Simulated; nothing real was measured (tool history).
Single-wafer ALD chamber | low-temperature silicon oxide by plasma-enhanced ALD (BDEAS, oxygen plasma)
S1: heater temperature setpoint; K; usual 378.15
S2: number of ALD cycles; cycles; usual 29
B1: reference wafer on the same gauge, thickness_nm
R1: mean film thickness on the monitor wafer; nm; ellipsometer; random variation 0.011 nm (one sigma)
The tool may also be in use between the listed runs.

Run 1, hour 0: usual settings; B1 4.941. Result: R1 4.333 nm.
Run 2, hour 41.5: usual settings but S2 32 cycles; B1 4.947. Result: R1 4.768 nm.
Run 3, hour 134.9: usual settings but S2 32 cycles; B1 4.939. Result: R1 4.775 nm.
Run 4, hour 224: usual settings but S2 32 cycles; B1 4.937. Result: R1 4.764 nm.
Run 5, hour 304.6: usual settings; B1 4.937. Result: R1 4.335 nm.
Run 6, hour 365.6: usual settings; B1 4.94. Result: R1 4.329 nm.
Run 7, hour 471.3: usual settings; B1 4.94. Result: R1 4.311 nm.
Run 8, hour 569: usual settings; B1 4.937. Result: R1 4.311 nm.
At hour 582.3: thermocouple changed; heater temperature recalibrated.
Run 9, hour 628: usual settings; B1 4.942. Result: R1 4.323 nm.
Run 10, hour 701.8: usual settings but S1 369.15 K, S2 34 cycles; B1 4.949. Result: R1 5.203 nm.
Run 11, hour 778.6: usual settings but S1 363.15 K; B1 4.935. Result: R1 4.56 nm.
Run 12, hour 872.9: usual settings but S1 370.15 K, S2 33 cycles; B1 4.942. Result: R1 5.031 nm.
At hour 906.9: gauge calibrated.
Run 13, hour 916.6: usual settings but S1 392.15 K, S2 33 cycles; B1 4.943. Result: R1 4.791 nm.
Run 14, hour 975.8: usual settings but S1 384.15 K, S2 24 cycles; B1 4.942. Result: R1 3.534 nm.
Run 15, hour 1044.1: usual settings but S1 367.15 K, S2 23 cycles; B1 4.94. Result: R1 3.552 nm.
Run 16, hour 1128.8: usual settings but S1 369.15 K, S2 34 cycles; B1 4.942. Result: R1 5.2 nm.
Run 17, hour 1190: usual settings; B1 4.94. Result: R1 4.316 nm.

The tool's hidden state at each run:
wafer temperature above the value expected at the setpoint (K): 0 in every run
gauge reads high (%): 0 in every run

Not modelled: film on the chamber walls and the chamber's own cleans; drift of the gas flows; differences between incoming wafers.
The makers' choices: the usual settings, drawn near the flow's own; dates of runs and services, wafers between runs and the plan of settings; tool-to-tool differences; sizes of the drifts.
